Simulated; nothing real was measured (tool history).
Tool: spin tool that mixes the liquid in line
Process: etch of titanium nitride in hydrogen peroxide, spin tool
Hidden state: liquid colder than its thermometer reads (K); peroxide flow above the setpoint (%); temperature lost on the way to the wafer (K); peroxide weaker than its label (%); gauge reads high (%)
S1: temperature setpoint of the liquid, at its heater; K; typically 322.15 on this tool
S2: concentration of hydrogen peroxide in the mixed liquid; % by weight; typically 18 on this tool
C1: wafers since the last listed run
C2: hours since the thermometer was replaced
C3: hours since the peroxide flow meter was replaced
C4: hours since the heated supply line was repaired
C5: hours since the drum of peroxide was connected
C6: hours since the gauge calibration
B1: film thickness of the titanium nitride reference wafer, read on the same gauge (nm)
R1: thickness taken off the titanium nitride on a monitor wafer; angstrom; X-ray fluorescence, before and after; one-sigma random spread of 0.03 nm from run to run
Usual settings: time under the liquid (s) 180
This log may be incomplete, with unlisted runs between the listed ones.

{"run": 1, "hour": 0.0, "S1": 322.15, "S2": 21, "time under the liquid (s)": 130, "C1": 0, "C2": 1149.2, "C3": 365.7, "C4": 2103.3, "C5": 459.1, "C6": 269.9, "B1": 89.984, "R1": 20.73}
{"run": 2, "hour": 16.6, "S1": 322.15, "S2": 18, "time under the liquid (s)": 180, "C1": 124, "C2": 1165.8, "C3": 382.3, "C4": 2119.9, "C5": 475.7, "C6": 286.5, "B1": 90.03, "R1": 27.81}
{"run": 3, "hour": 24.7, "S1": 322.15, "S2": 18, "time under the liquid (s)": 180, "C1": 60, "C2": 1173.9, "C3": 390.4, "C4": 2128, "C5": 483.8, "C6": 294.6, "B1": 89.98, "R1": 27.8}
{"run": 4, "hour": 35.1, "S1": 322.15, "S2": 18, "time under the liquid (s)": 180, "C1": 77, "C2": 1184.3, "C3": 400.8, "C4": 2138.4, "C5": 494.2, "C6": 305, "B1": 89.936, "R1": 27.49}
{"run": 5, "hour": 44.7, "S1": 322.15, "S2": 18, "time under the liquid (s)": 180, "C1": 71, "C2": 1193.9, "C3": 410.4, "C4": 2148, "C5": 503.8, "C6": 314.6, "B1": 90, "R1": 27.06}
{"run": 6, "hour": 52.7, "S1": 322.15, "S2": 18, "time under the liquid (s)": 180, "C1": 59, "C2": 1201.9, "C3": 418.4, "C4": 2156, "C5": 511.8, "C6": 322.6, "B1": 89.985, "R1": 27.36}
{"run": 7, "hour": 60.1, "S1": 322.15, "S2": 18, "time under the liquid (s)": 180, "C1": 55, "C2": 1209.3, "C3": 425.8, "C4": 2163.4, "C5": 519.2, "C6": 330, "B1": 89.977, "R1": 27.66}
{"run": 8, "hour": 67.1, "S1": 314.65, "S2": 18, "time under the liquid (s)": 100, "C1": 52, "C2": 1216.3, "C3": 432.8, "C4": 2170.4, "C5": 526.2, "C6": 337, "B1": 89.967, "R1": 8.65}
{"hour": 72.9, "done": "new drum of peroxide connected"}
{"run": 9, "hour": 78.3, "S1": 322.15, "S2": 18, "time under the liquid (s)": 260, "C1": 76, "C2": 1227.5, "C3": 444, "C4": 2181.6, "C5": 5.4, "C6": 348.2, "B1": 90.031, "R1": 39.82}
{"hour": 86.4, "done": "gauge calibrated"}
{"run": 10, "hour": 94.1, "S1": 326.65, "S2": 18, "time under the liquid (s)": 250, "C1": 118, "C2": 1243.3, "C3": 459.8, "C4": 2197.4, "C5": 21.2, "C6": 7.7, "B1": 90.003, "R1": 52.08}
{"run": 11, "hour": 110.7, "S1": 330.65, "S2": 18, "time under the liquid (s)": 245, "C1": 124, "C2": 1259.9, "C3": 476.4, "C4": 2214, "C5": 37.8, "C6": 24.3, "B1": 90.007, "R1": 69.09}
{"run": 12, "hour": 127.9, "S1": 322.15, "S2": 18, "time under the liquid (s)": 180, "C1": 128, "C2": 1277.1, "C3": 493.6, "C4": 2231.2, "C5": 55, "C6": 41.5, "B1": 89.942, "R1": 26.92}
{"hour": 131.5, "done": "peroxide flow meter replaced"}
{"run": 13, "hour": 140.9, "S1": 322.15, "S2": 18, "time under the liquid (s)": 180, "C1": 89, "C2": 1290.1, "C3": 9.4, "C4": 2244.2, "C5": 68, "C6": 54.5, "B1": 89.989, "R1": 27.14}
{"hour": 151.6, "done": "heated supply line repaired"}
{"run": 14, "hour": 152.1, "S1": 322.15, "S2": 18, "time under the liquid (s)": 180, "C1": 76, "C2": 1301.3, "C3": 20.6, "C4": 0.5, "C5": 79.2, "C6": 65.7, "B1": 90.002, "R1": 32.43}
{"run": 15, "hour": 159.6, "S1": 312.65, "S2": 18, "time under the liquid (s)": 180, "C1": 56, "C2": 1308.8, "C3": 28.1, "C4": 8, "C5": 86.7, "C6": 73.2, "B1": 90, "R1": 15.56}
{"run": 16, "hour": 166.9, "S1": 332.15, "S2": 15.5, "time under the liquid (s)": 145, "C1": 54, "C2": 1316.1, "C3": 35.4, "C4": 15.3, "C5": 94, "C6": 80.5, "B1": 90.018, "R1": 51.19}
{"run": 17, "hour": 181.6, "S1": 312.65, "S2": 23.5, "time under the liquid (s)": 255, "C1": 110, "C2": 1330.8, "C3": 50.1, "C4": 30, "C5": 108.7, "C6": 95.2, "B1": 90.035, "R1": 23.57}
{"run": 18, "hour": 195.4, "S1": 329.15, "S2": 13, "time under the liquid (s)": 130, "C1": 103, "C2": 1344.6, "C3": 63.9, "C4": 43.8, "C5": 122.5, "C6": 109, "B1": 90.023, "R1": 35.9}
{"run": 19, "hour": 207.7, "S1": 318.65, "S2": 18, "time under the liquid (s)": 180, "C1": 92, "C2": 1356.9, "C3": 76.2, "C4": 56.1, "C5": 134.8, "C6": 121.3, "B1": 89.979, "R1": 24.75}
{"run": 20, "hour": 213.7, "S1": 317.65, "S2": 22.5, "time under the liquid (s)": 180, "C1": 44, "C2": 1362.9, "C3": 82.2, "C4": 62.1, "C5": 140.8, "C6": 127.3, "B1": 90.062, "R1": 24.14}
{"hour": 217.2, "done": "thermometer replaced"}
{"run": 21, "hour": 249.3, "S1": 322.15, "S2": 18, "time under the liquid (s)": 180, "C1": 259, "C2": 32.1, "C3": 117.8, "C4": 97.7, "C5": 176.4, "C6": 162.9, "B1": 90.01, "R1": 37.12}
{"run": 22, "hour": 255.9, "S1": 319.65, "S2": 21, "time under the liquid (s)": 135, "C1": 49, "C2": 38.7, "C3": 124.4, "C4": 104.3, "C5": 183, "C6": 169.5, "B1": 89.989, "R1": 23.92}

What does the tool deliver on the next run?
{"run": 23, "hour": 264.6, "S1": 332.15, "S2": 22.5, "time under the liquid (s)": 285, "C1": 65, "C2": 47.4, "C3": 133.1, "C4": 113, "C5": 191.7, "C6": 178.2, "B1": "?", "R1": "?"}

{"run 23": {"B1": 89.973, "R1": 123.47}}
Minus the tool's unlogged condition, the same run would have read R1 129.98 angstrom.

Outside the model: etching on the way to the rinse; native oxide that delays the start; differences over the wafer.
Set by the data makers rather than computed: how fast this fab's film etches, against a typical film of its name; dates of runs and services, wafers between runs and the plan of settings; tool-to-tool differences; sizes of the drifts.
